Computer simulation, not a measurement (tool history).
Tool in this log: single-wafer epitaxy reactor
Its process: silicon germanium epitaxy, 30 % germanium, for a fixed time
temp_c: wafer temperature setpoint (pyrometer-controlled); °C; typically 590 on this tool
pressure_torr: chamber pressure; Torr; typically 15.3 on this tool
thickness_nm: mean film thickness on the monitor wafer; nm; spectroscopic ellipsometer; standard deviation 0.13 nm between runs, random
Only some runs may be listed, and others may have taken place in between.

run	day	temp_c	pressure_torr	wafers since the last listed run	hours since the last pyrometer calibration	hours since the last manometer calibration	hours since the showerhead was replaced	hours since the gauge calibration	read-back reference wafer on the same gauge, thickness_nm	thickness_nm
1	0	590	15.3	0	1803	2570.1	4909.8	95.9	41.611	47.025
2	0.688	590	15.3	252	1819.5	2586.6	4926.3	112.4	41.605	46.937
3	1.038	590	15.3	128	1827.9	2595	4934.7	120.8	41.586	46.873
4	1.479	590	15.3	161	1838.5	2605.6	4945.3	131.4	41.611	46.85
5	1.929	590	15.3	165	1849.3	2616.4	4956.1	142.2	41.592	47.132
6	2.346	590	13.6	152	1859.3	2626.4	4966.1	152.2	41.578	44.515
7	2.946	590	13.6	220	1873.7	2640.8	4980.5	166.6	41.604	44.534
8	3.279	590	13.6	122	1881.7	2648.8	4988.5	174.6	41.63	44.729
9	3.821	590	15.3	198	1894.7	2661.8	5001.5	187.6	41.587	47.279
10	4.204	590	15.3	140	1903.9	2671	5010.7	196.8	41.622	47.03
11	4.542	590	15.3	123	1912	2679.1	5018.8	204.9	41.619	46.91
12	4.896	590	15.3	129	1920.5	2687.6	5027.3	213.4	41.591	47.277
# day 5.108: gauge calibrated
13	5.317	580	15.3	154	1930.6	2697.7	5037.4	5	41.624	37.954
# day 5.708: capacitance manometer re-zeroed and calibrated
14	6.038	590	17.1	142	1947.9	7.9	5054.7	22.3	41.627	49.534
# day 6.704: showerhead replaced
15	6.725	584	16.9	129	1964.4	24.4	0.5	38.8	41.617	43.43
16	6.846	600	16.7	44	1967.3	27.3	3.4	41.7	41.597	60.273
# day 7.596: pyrometer calibrated
17	7.617	590	15.3	160	0.5	45.8	21.9	60.2	41.593	41.602
18	8.158	590	18.7	198	13.5	58.8	34.9	73.2	41.6	45.955
19	8.567	578	18.5	149	23.3	68.6	44.7	83	41.59	35.318
20	9.096	586	11.6	194	36	81.3	57.4	95.7	41.632	34.082
21	9.404	597	12.5	113	43.4	88.7	64.8	103.1	41.582	44.483
22	10.083	580	11.6	249	59.7	105	81.1	119.4	41.605	29.86
23	10.462	590	15.3	139	68.8	114.1	90.2	128.5	41.592	42.347
24	10.733	601	15.3	99	75.3	120.6	96.7	135	41.606	53.461

Consider 4 possible next runs. They are alternatives, not a sequence: every one starts from the tool as it was left by run 24. What does each give?
A	10.75	590	15.3	6	75.7	121	97.1	135.4	?	?
B	10.75	600	17.5	6	75.7	121	97.1	135.4	?	?
C	10.75	576	18.4	6	75.7	121	97.1	135.4	?	?
D	10.75	575	13.7	6	75.7	121	97.1	135.4	?	?

run	read-back reference wafer on the same gauge, thickness_nm	thickness_nm
A	41.571	42.724
B	41.571	56.014
C	41.571	34.332
D	41.571	29.329
With the hidden condition removed and each run's random variation left untouched, the same runs would have given:
run	thickness_nm
A	41.351
B	54.26
C	33.187
D	28.349
